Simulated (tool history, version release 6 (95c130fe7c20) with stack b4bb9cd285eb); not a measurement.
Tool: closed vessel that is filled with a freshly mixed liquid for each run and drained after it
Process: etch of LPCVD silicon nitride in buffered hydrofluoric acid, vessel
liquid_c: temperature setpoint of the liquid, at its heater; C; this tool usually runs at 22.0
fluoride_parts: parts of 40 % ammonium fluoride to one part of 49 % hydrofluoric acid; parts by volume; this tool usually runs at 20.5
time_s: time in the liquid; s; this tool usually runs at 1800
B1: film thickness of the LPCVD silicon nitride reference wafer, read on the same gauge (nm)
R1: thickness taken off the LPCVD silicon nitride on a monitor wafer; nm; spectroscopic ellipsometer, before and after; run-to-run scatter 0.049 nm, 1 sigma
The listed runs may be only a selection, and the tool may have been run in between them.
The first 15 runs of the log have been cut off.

run 16 hour=745.3 | liquid_c=22.0 fluoride_parts=20.5 time_s=2345 | B1=130.01 | R1=16.03
run 17 hour=816.3 | liquid_c=22.0 fluoride_parts=25.5 time_s=2220 | B1=129.95 | R1=13.11
run 18 hour=887.2 | liquid_c=22.0 fluoride_parts=20.5 time_s=1020 | B1=129.98 | R1=6.95
-- hour=933.4 thermometer replaced
run 19 hour=943.1 | liquid_c=22.0 fluoride_parts=20.5 time_s=1800 | B1=130.06 | R1=11.90
run 20 hour=1010.1 | liquid_c=18.0 fluoride_parts=20.5 time_s=2155 | B1=129.97 | R1=11.40
-- hour=1019.5 gauge calibrated
run 21 hour=1039.4 | liquid_c=19.5 fluoride_parts=20.5 time_s=1800 | B1=129.97 | R1=10.44
run 22 hour=1108.4 | liquid_c=18.0 fluoride_parts=24.0 time_s=1800 | B1=130.00 | R1=8.57
run 23 hour=1167.7 | liquid_c=22.0 fluoride_parts=16.5 time_s=1800 | B1=129.95 | R1=14.68
run 24 hour=1213.0 | liquid_c=22.0 fluoride_parts=14.5 time_s=1800 | B1=130.06 | R1=16.50
run 25 hour=1261.3 | liquid_c=20.5 fluoride_parts=23.0 time_s=2105 | B1=130.02 | R1=11.90
run 26 hour=1288.4 | liquid_c=18.5 fluoride_parts=24.0 time_s=2550 | B1=130.01 | R1=12.56
run 27 hour=1345.2 | liquid_c=22.0 fluoride_parts=25.0 time_s=765 | B1=130.01 | R1=4.45
run 28 hour=1402.8 | liquid_c=22.0 fluoride_parts=20.5 time_s=1800 | B1=130.01 | R1=11.97
run 29 hour=1466.7 | liquid_c=23.5 fluoride_parts=16.5 time_s=2710 | B1=130.01 | R1=23.71
run 30 hour=1499.1 | liquid_c=22.0 fluoride_parts=20.5 time_s=1800 | B1=130.01 | R1=12.01

Each row is a separate what-if for the run after 30, all from the same tool condition, not one after another. Results?
run A hour=1500.2 | liquid_c=22.0 fluoride_parts=20.5 time_s=1800 | B1=? | R1=?
run B hour=1500.2 | liquid_c=22.0 fluoride_parts=26.0 time_s=1800 | B1=? | R1=?
run C hour=1500.2 | liquid_c=17.5 fluoride_parts=20.5 time_s=1105 | B1=? | R1=?
run D hour=1500.2 | liquid_c=22.0 fluoride_parts=16.5 time_s=1055 | B1=? | R1=?

run=A B1=129.98 R1=12.02
run=B B1=129.98 R1=10.20
run=C B1=129.98 R1=5.73
run=D B1=129.98 R1=8.52
Stripped of hidden state, with their random variation kept, the same runs would have yielded:
run=A R1=12.25
run=B R1=10.39
run=C R1=5.84
run=D R1=8.83

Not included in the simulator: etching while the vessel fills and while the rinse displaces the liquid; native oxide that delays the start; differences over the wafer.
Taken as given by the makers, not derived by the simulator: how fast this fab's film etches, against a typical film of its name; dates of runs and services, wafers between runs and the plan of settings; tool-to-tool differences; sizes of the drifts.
